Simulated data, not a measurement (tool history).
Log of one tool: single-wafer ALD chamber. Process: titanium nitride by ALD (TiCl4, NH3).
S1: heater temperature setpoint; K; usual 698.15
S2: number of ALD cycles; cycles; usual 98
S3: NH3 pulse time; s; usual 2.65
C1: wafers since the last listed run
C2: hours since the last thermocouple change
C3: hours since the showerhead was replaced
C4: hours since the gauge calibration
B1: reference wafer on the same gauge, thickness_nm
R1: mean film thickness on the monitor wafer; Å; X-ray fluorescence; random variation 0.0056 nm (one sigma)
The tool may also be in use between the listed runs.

run   hour      S1   S2    S3  C1      C2      C3     C4     B1     R1
  1      0  698.15   98  2.65   0  2757.5    4438  310.8  2.489  22.37
  2   16.1  698.15   98  2.65  24  2773.6  4454.1  326.9  2.491   22.3
  3   27.9  698.15  104  2.65  18  2785.4  4465.9  338.7  2.489  23.72
  4   36.7  698.15  104  2.65  13  2794.2  4474.7  347.5  2.489   23.7
  5   53.1  698.15  104  2.65  25  2810.6  4491.1  363.9   2.49  23.74
  6   61.1  698.15   98  2.65  12  2818.6  4499.1  371.9  2.489  22.39
  7   78.3  698.15   98  2.65  26  2835.8  4516.3  389.1  2.491  22.42
  8   89.9  698.15   98  2.65  17  2847.4  4527.9  400.7  2.491  22.49
  9  107.1  698.15   98  2.65  26  2864.6  4545.1  417.9  2.489  22.38
 10  123.1  698.15   98  2.65  24  2880.6  4561.1  433.9  2.489  22.32
 11  133.3  698.15   98  2.65  15  2890.8  4571.3  444.1  2.491  22.39
 12  141.6  698.15   98  2.65  12  2899.1  4579.6  452.4   2.49  22.42
     144.1  -- gauge calibrated
     151.2  -- showerhead replaced
 13  154.2  698.15   98  2.65   7  2911.7       3   10.1   2.49  22.43
 14  161.1  698.15   98  2.65  10  2918.6     9.9     17   2.49  22.39
 15  167.4  698.15   98  2.65   9  2924.9    16.2   23.3  2.492  22.34
 16  184.3  698.15   98  2.65  26  2941.8    33.1   40.2  2.489  22.32
 17  200.9  710.15  105  3.34  25  2958.4    49.7   56.8   2.49  24.08
 18  209.2  698.15   98  2.65  12  2966.7      58   65.1  2.492  22.46
 19  222.5  698.15   98  2.21  20    2980    71.3   78.4   2.49  22.22
     244.1  -- thermocouple changed; heater temperature recalibrated
 20  244.6  692.15   98  2.65  21     0.5    93.4  100.5   2.49  22.37
 21  256.1  686.15  105  1.68  17      12   104.9    112   2.49  23.29
 22  273.9  694.15   82  2.65  27    29.8   122.7  129.8  2.489  18.73
 23    282  704.15  113  1.93  12    37.9   130.8  137.9  2.489   25.5
 24    289  704.15  113  1.93  10    44.9   137.8  144.9  2.489  25.57
 25  306.9  698.15  116  3.49  27    62.8   155.7  162.8   2.49  26.67
 26  318.7  703.15   98  2.65  18    74.6   167.5  174.6   2.49  22.37
 27    327  698.15   80  3.16  12    82.9   175.8  182.9   2.49  18.31
 28  340.9  713.15   85  2.65  21    96.8   189.7  196.8  2.489  19.39
 29  347.8  698.15   98  2.65  10   103.7   196.6  203.7  2.493   22.3
 30  364.3  705.15  116  3.41  25   120.2   213.1  220.2  2.489   26.7
 31  375.1  698.15  111  2.65  16     131   223.9    231  2.489  25.35
 32  401.1  690.15   98  2.65  40     157   249.9    257   2.49  22.45
 33  451.5  704.15   88  2.65  77   207.4   300.3  307.4  2.489  20.03

5 ways to go on from here, each from the tool as it stands after run 33. What would each give?
  A  452.1  705.15  98  2.65   0  208  300.9  308   ?   ?
  B  452.1  698.15  98  3.07   0  208  300.9  308   ?   ?
  C  452.1  698.15  83  1.83   0  208  300.9  308   ?   ?
  D  452.1  711.15  98  2.36   0  208  300.9  308   ?   ?
  E  452.1  698.15  98  3.08   0  208  300.9  308   ?   ?

run    B1     R1
  A  2.49   22.4
  B  2.49  22.52
  C  2.49  18.68
  D  2.49  22.31
  E  2.49  22.52
Without the tool's hidden state the same runs would have given:
run     R1
  A   22.4
  B  22.52
  C  18.68
  D  22.31
  E  22.52

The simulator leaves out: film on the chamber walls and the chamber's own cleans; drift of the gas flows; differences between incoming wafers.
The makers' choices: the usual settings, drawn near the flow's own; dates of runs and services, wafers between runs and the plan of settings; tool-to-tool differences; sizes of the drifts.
